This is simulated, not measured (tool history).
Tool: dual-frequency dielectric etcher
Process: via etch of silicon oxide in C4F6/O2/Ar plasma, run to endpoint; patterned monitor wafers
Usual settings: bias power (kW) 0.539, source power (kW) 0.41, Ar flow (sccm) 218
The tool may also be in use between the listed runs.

| run | hour | bias power (kW) | source power (kW) | Ar flow (sccm) | wafers since the last listed run | hours since the last wet clean | hours since the last bias power generator calibration | hours since the last source power generator calibration | hours since the last Ar flow controller change | hours since the last upper electrode change | incoming incoming film thickness, nm | endpoint time (s) |
|---|---|---|---|---|---|---|---|---|---|---|---|---|
| 1 | 0 | 0.631 | 0.41 | 218 | 0 | 247.3 | 3000.4 | 2891.4 | 4626.1 | 4695.7 | 104.8 | 20.4 |
| 2 | 15.4 | 0.631 | 0.41 | 218 | 365 | 262.7 | 3015.8 | 2906.8 | 4641.5 | 4711.1 | 103.3 | 20.1 |
| 3 | 50.1 | 0.539 | 0.46 | 218 | 822 | 297.4 | 3050.5 | 2941.5 | 4676.2 | 4745.8 | 103.7 | 20.2 |
| 4 | 62.4 | 0.539 | 0.41 | 218 | 291 | 309.7 | 3062.8 | 2953.8 | 4688.5 | 4758.1 | 103.3 | 21.1 |
| 5 | 91.2 | 0.539 | 0.41 | 218 | 682 | 338.5 | 3091.6 | 2982.6 | 4717.3 | 4786.9 | 104.3 | 21.4 |
| 6 | 112.8 | 0.539 | 0.41 | 218 | 512 | 360.1 | 3113.2 | 3004.2 | 4738.9 | 4808.5 | 104.3 | 21.5 |
| 7 | 128.2 | 0.539 | 0.41 | 256 | 365 | 375.5 | 3128.6 | 3019.6 | 4754.3 | 4823.9 | 104 | 21.7 |
|  | 143.1 | source power generator calibrated |
| 8 | 143.6 | 0.539 | 0.41 | 256 | 270 | 390.9 | 3144 | 0.5 | 4769.7 | 4839.3 | 103.3 | 21.4 |
| 9 | 174.2 | 0.539 | 0.41 | 218 | 725 | 421.5 | 3174.6 | 31.1 | 4800.3 | 4869.9 | 104 | 21.3 |
| 10 | 196.4 | 0.539 | 0.41 | 218 | 526 | 443.7 | 3196.8 | 53.3 | 4822.5 | 4892.1 | 103.9 | 21.2 |
| 11 | 213 | 0.539 | 0.41 | 218 | 393 | 460.3 | 3213.4 | 69.9 | 4839.1 | 4908.7 | 103.5 | 21.2 |
| 12 | 240.6 | 0.462 | 0.32 | 218 | 654 | 487.9 | 3241 | 97.5 | 4866.7 | 4936.3 | 104.6 | 25.6 |
| 13 | 260.6 | 0.539 | 0.49 | 271 | 474 | 507.9 | 3261 | 117.5 | 4886.7 | 4956.3 | 103.5 | 20.1 |
|  | 286.1 | Ar flow controller replaced |
|  | 294.1 | bias power generator calibrated |
|  | 310 | upper electrode replaced |
|  | 312.3 | wet clean of the chamber |
| 14 | 312.8 | 0.539 | 0.47 | 218 | 569 | 0.5 | 18.7 | 169.7 | 26.7 | 2.8 | 105.3 | 20 |
| 15 | 333.2 | 0.539 | 0.41 | 218 | 483 | 20.9 | 39.1 | 190.1 | 47.1 | 23.2 | 104.2 | 21 |
| 16 | 347.6 | 0.539 | 0.41 | 218 | 341 | 35.3 | 53.5 | 204.5 | 61.5 | 37.6 | 103 | 20.7 |
| 17 | 362.6 | 0.539 | 0.38 | 218 | 355 | 50.3 | 68.5 | 219.5 | 76.5 | 52.6 | 102.8 | 21.6 |
| 18 | 384.4 | 0.466 | 0.41 | 267 | 516 | 72.1 | 90.3 | 241.3 | 98.3 | 74.4 | 104.2 | 22.5 |
| 19 | 406.3 | 0.434 | 0.32 | 218 | 519 | 94 | 112.2 | 263.2 | 120.2 | 96.3 | 104.1 | 25.7 |
| 20 | 422.9 | 0.539 | 0.36 | 218 | 393 | 110.6 | 128.8 | 279.8 | 136.8 | 112.9 | 103.6 | 22.5 |

Forecast each of these 3 alternatives for the next run:
| A | 423.3 | 0.539 | 0.33 | 218 | 9 | 111 | 129.2 | 280.2 | 137.2 | 113.3 | 105.2 | ? |
| B | 423.3 | 0.539 | 0.41 | 192 | 9 | 111 | 129.2 | 280.2 | 137.2 | 113.3 | 105.2 | ? |
| C | 423.3 | 0.426 | 0.34 | 203 | 9 | 111 | 129.2 | 280.2 | 137.2 | 113.3 | 105.2 | ? |

| run | endpoint time (s) |
|---|---|
| A | 23.8 |
| B | 21.1 |
| C | 25 |
Without the tool's hidden state the same runs would have given:
| run | endpoint time (s) |
|---|---|
| A | 23.8 |
| B | 21 |
| C | 24.9 |
